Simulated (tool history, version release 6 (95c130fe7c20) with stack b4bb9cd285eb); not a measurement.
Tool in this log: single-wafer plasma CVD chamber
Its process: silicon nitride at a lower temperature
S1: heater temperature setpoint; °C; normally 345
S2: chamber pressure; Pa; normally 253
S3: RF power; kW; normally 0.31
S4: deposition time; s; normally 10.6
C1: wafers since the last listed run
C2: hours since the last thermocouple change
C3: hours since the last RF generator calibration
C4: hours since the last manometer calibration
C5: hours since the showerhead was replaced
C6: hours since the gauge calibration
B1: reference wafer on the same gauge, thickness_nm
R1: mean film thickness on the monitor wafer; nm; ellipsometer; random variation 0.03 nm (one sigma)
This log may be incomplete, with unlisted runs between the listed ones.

run    hour   S1   S2     S3    S4    C1      C2      C3      C4      C5     C6      B1      R1
  1       0  345  253   0.31  10.6     0   947.2  1966.3  1757.1  6252.6  188.7  15.338  13.474
  2    88.7  345  253   0.31  10.6  2201  1035.9    2055  1845.8  6341.3  277.4  15.322  13.432
  3   194.6  345  253   0.31  10.6  2628  1141.8  2160.9  1951.7  6447.2  383.3  15.294  13.476
  4   287.6  345  253   0.31   9.8  2308  1234.8  2253.9  2044.7  6540.2  476.3   15.26  12.339
      348.2  -- RF generator calibrated
  5   380.1  345  253   0.31  10.6  2097  1327.3    31.9  2137.2  6632.7  568.8   15.25  13.323
      438.4  -- showerhead replaced
  6   458.3  345  253   0.31  10.6  1742  1405.5   110.1  2215.4    19.9    647  15.209   13.35
  7   497.1  334  253   0.35  10.6   963  1444.3   148.9  2254.2    58.7  685.8  15.207  14.537
  8   550.1  345  253   0.31  10.6  1315  1497.3   201.9  2307.2   111.7  738.8    15.2  13.245
  9   625.3  355  227   0.31  10.6  1866  1572.5   277.1  2382.4   186.9    814  15.189  12.821
 10   669.3  345  253   0.31  10.6  1092  1616.5   321.1  2426.4   230.9    858  15.153  13.314
 11   722.6  337  211   0.29  11.2  1322  1669.8   374.4  2479.7   284.2  911.3  15.167  12.695
      771.5  -- thermocouple changed; heater temperature recalibrated
      788.6  -- gauge calibrated
      803.7  -- capacitance manometer re-zeroed and calibrated
 12   837.7  345  253   0.31  10.6  2459    66.2   489.5      34   399.3   49.1  15.368  13.495
 13   909.3  345  253   0.34  10.6  1777   137.8   561.1   105.6   470.9  120.7  15.344  14.355
 14  1003.1  345  253   0.31  12.1  2328   231.6   654.9   199.4   564.7  214.5  15.335  15.333
 15  1086.4  345  253  0.355   9.5  2067   314.9   738.2   282.7     648  297.8  15.299  13.191

Consider 5 possible next runs. They are alternatives, not a sequence: every one starts from the tool as it was left by run 15. What does each give?
  A  1086.8  345  253   0.31  10.6   9  315.3  738.6  283.1  648.4  298.2   ?   ?
  B  1086.8  345  253   0.31  12.5   9  315.3  738.6  283.1  648.4  298.2   ?   ?
  C  1086.8  345  281   0.27  10.6   9  315.3  738.6  283.1  648.4  298.2   ?   ?
  D  1086.8  335  253  0.335  10.6   9  315.3  738.6  283.1  648.4  298.2   ?   ?
  E  1086.8  345  231   0.31   9.7   9  315.3  738.6  283.1  648.4  298.2   ?   ?

run      B1      R1
  A  15.312  13.394
  B  15.312   15.79
  C  15.312  12.473
  D  15.312   14.18
  E  15.312  11.935
Had the tool no hidden state, the same runs would have come out as:
run      R1
  A  13.477
  B  15.888
  C   12.55
  D  14.268
  E  12.009

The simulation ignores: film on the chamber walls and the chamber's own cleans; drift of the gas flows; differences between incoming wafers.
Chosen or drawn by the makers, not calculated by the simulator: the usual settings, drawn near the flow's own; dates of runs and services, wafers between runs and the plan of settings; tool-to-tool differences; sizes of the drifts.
